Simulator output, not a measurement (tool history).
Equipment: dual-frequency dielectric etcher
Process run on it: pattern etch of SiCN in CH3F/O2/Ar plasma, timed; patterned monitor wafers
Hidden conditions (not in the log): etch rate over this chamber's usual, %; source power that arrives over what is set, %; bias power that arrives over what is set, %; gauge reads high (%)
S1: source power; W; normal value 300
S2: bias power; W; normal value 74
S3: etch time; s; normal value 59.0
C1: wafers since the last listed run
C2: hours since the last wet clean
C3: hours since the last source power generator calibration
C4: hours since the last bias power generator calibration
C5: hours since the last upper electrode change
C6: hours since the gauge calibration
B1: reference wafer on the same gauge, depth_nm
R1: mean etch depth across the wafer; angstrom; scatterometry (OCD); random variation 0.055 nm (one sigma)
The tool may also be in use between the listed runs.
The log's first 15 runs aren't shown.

{"hour": 288.3, "done": "bias power generator calibrated"}
{"run": 16, "hour": 301.1, "S1": 350, "S2": 82, "S3": 75.0, "C1": 195, "C2": 127.4, "C3": 1469.3, "C4": 12.8, "C5": 76.8, "C6": 506.7, "B1": 20.58, "R1": 273.2}
{"hour": 315.2, "done": "gauge calibrated"}
{"run": 17, "hour": 336.0, "S1": 300, "S2": 74, "S3": 59.0, "C1": 442, "C2": 162.3, "C3": 1504.2, "C4": 47.7, "C5": 111.7, "C6": 20.8, "B1": 20.6, "R1": 192.0}
{"run": 18, "hour": 364.9, "S1": 300, "S2": 74, "S3": 59.0, "C1": 366, "C2": 191.2, "C3": 1533.1, "C4": 76.6, "C5": 140.6, "C6": 49.7, "B1": 20.6, "R1": 190.7}
{"run": 19, "hour": 396.6, "S1": 300, "S2": 85, "S3": 59.0, "C1": 401, "C2": 222.9, "C3": 1564.8, "C4": 108.3, "C5": 172.3, "C6": 81.4, "B1": 20.62, "R1": 199.9}
{"run": 20, "hour": 475.8, "S1": 360, "S2": 74, "S3": 59.0, "C1": 1004, "C2": 302.1, "C3": 1644.0, "C4": 187.5, "C5": 251.5, "C6": 160.6, "B1": 20.59, "R1": 206.4}
{"run": 21, "hour": 493.4, "S1": 230, "S2": 64, "S3": 59.0, "C1": 223, "C2": 319.7, "C3": 1661.6, "C4": 205.1, "C5": 269.1, "C6": 178.2, "B1": 20.62, "R1": 156.4}
{"run": 22, "hour": 507.7, "S1": 240, "S2": 74, "S3": 70.0, "C1": 181, "C2": 334.0, "C3": 1675.9, "C4": 219.4, "C5": 283.4, "C6": 192.5, "B1": 20.62, "R1": 200.4}
{"hour": 532.7, "done": "source power generator calibrated"}
{"run": 23, "hour": 540.5, "S1": 270, "S2": 81, "S3": 59.0, "C1": 365, "C2": 366.8, "C3": 7.8, "C4": 252.2, "C5": 316.2, "C6": 225.3, "B1": 20.6, "R1": 189.8}
{"run": 24, "hour": 575.8, "S1": 300, "S2": 79, "S3": 70.5, "C1": 447, "C2": 402.1, "C3": 43.1, "C4": 287.5, "C5": 351.5, "C6": 260.6, "B1": 20.6, "R1": 235.4}
{"run": 25, "hour": 605.7, "S1": 350, "S2": 81, "S3": 45.5, "C1": 379, "C2": 432.0, "C3": 73.0, "C4": 317.4, "C5": 381.4, "C6": 290.5, "B1": 20.58, "R1": 164.6}
{"run": 26, "hour": 639.3, "S1": 340, "S2": 65, "S3": 71.0, "C1": 426, "C2": 465.6, "C3": 106.6, "C4": 351.0, "C5": 415.0, "C6": 324.1, "B1": 20.6, "R1": 233.0}
{"hour": 665.2, "done": "wet clean of the chamber"}
{"run": 27, "hour": 665.7, "S1": 300, "S2": 74, "S3": 59.0, "C1": 30, "C2": 0.5, "C3": 133.0, "C4": 377.4, "C5": 441.4, "C6": 350.5, "B1": 20.62, "R1": 196.3}
{"run": 28, "hour": 696.5, "S1": 300, "S2": 74, "S3": 59.0, "C1": 390, "C2": 31.3, "C3": 163.8, "C4": 408.2, "C5": 472.2, "C6": 381.3, "B1": 20.61, "R1": 195.6}
{"run": 29, "hour": 717.3, "S1": 340, "S2": 74, "S3": 74.0, "C1": 263, "C2": 52.1, "C3": 184.6, "C4": 429.0, "C5": 493.0, "C6": 402.1, "B1": 20.59, "R1": 259.5}
{"run": 30, "hour": 742.6, "S1": 300, "S2": 74, "S3": 59.0, "C1": 320, "C2": 77.4, "C3": 209.9, "C4": 454.3, "C5": 518.3, "C6": 427.4, "B1": 20.6, "R1": 194.5}
{"run": 31, "hour": 757.0, "S1": 280, "S2": 59, "S3": 45.0, "C1": 182, "C2": 91.8, "C3": 224.3, "C4": 468.7, "C5": 532.7, "C6": 441.8, "B1": 20.61, "R1": 132.5}

Consider 3 possible next runs. They are alternatives, not a sequence: every one starts from the tool as it was left by run 31. What does each give?
{"run": "A", "hour": 757.4, "S1": 300, "S2": 74, "S3": 59.0, "C1": 5, "C2": 92.2, "C3": 224.7, "C4": 469.1, "C5": 533.1, "C6": 442.2, "B1": "?", "R1": "?"}
{"run": "B", "hour": 757.4, "S1": 280, "S2": 66, "S3": 76.5, "C1": 5, "C2": 92.2, "C3": 224.7, "C4": 469.1, "C5": 533.1, "C6": 442.2, "B1": "?", "R1": "?"}
{"run": "C", "hour": 757.4, "S1": 300, "S2": 74, "S3": 68.5, "C1": 5, "C2": 92.2, "C3": 224.7, "C4": 469.1, "C5": 533.1, "C6": 442.2, "B1": "?", "R1": "?"}

run=A B1=20.61 R1=194.2
run=B B1=20.61 R1=233.4
run=C B1=20.61 R1=225.5
Without the tool's hidden state the same runs would have given:
run=A R1=195.6
run=B R1=235.0
run=C R1=227.0
